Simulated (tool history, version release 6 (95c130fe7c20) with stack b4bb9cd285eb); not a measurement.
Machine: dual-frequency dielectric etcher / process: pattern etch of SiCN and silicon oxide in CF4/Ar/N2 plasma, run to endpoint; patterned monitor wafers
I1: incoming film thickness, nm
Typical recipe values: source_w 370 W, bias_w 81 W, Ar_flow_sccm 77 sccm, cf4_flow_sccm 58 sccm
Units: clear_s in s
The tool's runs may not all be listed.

run 1 day=0 | source_w=370 bias_w=81 Ar_flow_sccm=77 cf4_flow_sccm=58 | I1=10.75 | clear_s=13.4
run 2 day=2.625 | source_w=370 bias_w=81 Ar_flow_sccm=77 cf4_flow_sccm=58 | I1=10.65 | clear_s=13.1
run 3 day=5.083 | source_w=370 bias_w=81 Ar_flow_sccm=77 cf4_flow_sccm=58 | I1=10.73 | clear_s=13.1
run 4 day=7.379 | source_w=410 bias_w=81 Ar_flow_sccm=77 cf4_flow_sccm=58 | I1=10.66 | clear_s=12.3
run 5 day=8.912 | source_w=410 bias_w=81 Ar_flow_sccm=77 cf4_flow_sccm=58 | I1=10.67 | clear_s=12.2
run 6 day=11.838 | source_w=370 bias_w=81 Ar_flow_sccm=77 cf4_flow_sccm=58 | I1=10.67 | clear_s=12.8
-- day=14.725 source power generator calibrated
run 7 day=14.746 | source_w=370 bias_w=81 Ar_flow_sccm=77 cf4_flow_sccm=58 | I1=10.71 | clear_s=12.7
-- day=16.004 wet clean of the chamber
run 8 day=17.058 | source_w=370 bias_w=81 Ar_flow_sccm=77 cf4_flow_sccm=58 | I1=10.62 | clear_s=13.1
-- day=17.608 bias power generator calibrated
run 9 day=18.508 | source_w=370 bias_w=81 Ar_flow_sccm=77 cf4_flow_sccm=58 | I1=10.68 | clear_s=12.9
-- day=26.529 CF4 flow controller replaced
-- day=26.792 upper electrode replaced
run 10 day=26.812 | source_w=280 bias_w=62 Ar_flow_sccm=65 cf4_flow_sccm=44 | I1=10.58 | clear_s=16.3
run 11 day=28.304 | source_w=370 bias_w=81 Ar_flow_sccm=77 cf4_flow_sccm=58 | I1=10.66 | clear_s=12.7
-- day=30.583 wet clean of the chamber
run 12 day=30.604 | source_w=300 bias_w=97 Ar_flow_sccm=77 cf4_flow_sccm=58 | I1=10.56 | clear_s=13.7

What will run 13 give?
-- day=30.988 Ar flow controller replaced
run 13 day=32.704 | source_w=370 bias_w=81 Ar_flow_sccm=77 cf4_flow_sccm=58 | I1=10.76 | clear_s=?

Run 13 produced clear_s 13.4 s.
Without the tool's hidden state the same run would have given clear_s 13.4 s.

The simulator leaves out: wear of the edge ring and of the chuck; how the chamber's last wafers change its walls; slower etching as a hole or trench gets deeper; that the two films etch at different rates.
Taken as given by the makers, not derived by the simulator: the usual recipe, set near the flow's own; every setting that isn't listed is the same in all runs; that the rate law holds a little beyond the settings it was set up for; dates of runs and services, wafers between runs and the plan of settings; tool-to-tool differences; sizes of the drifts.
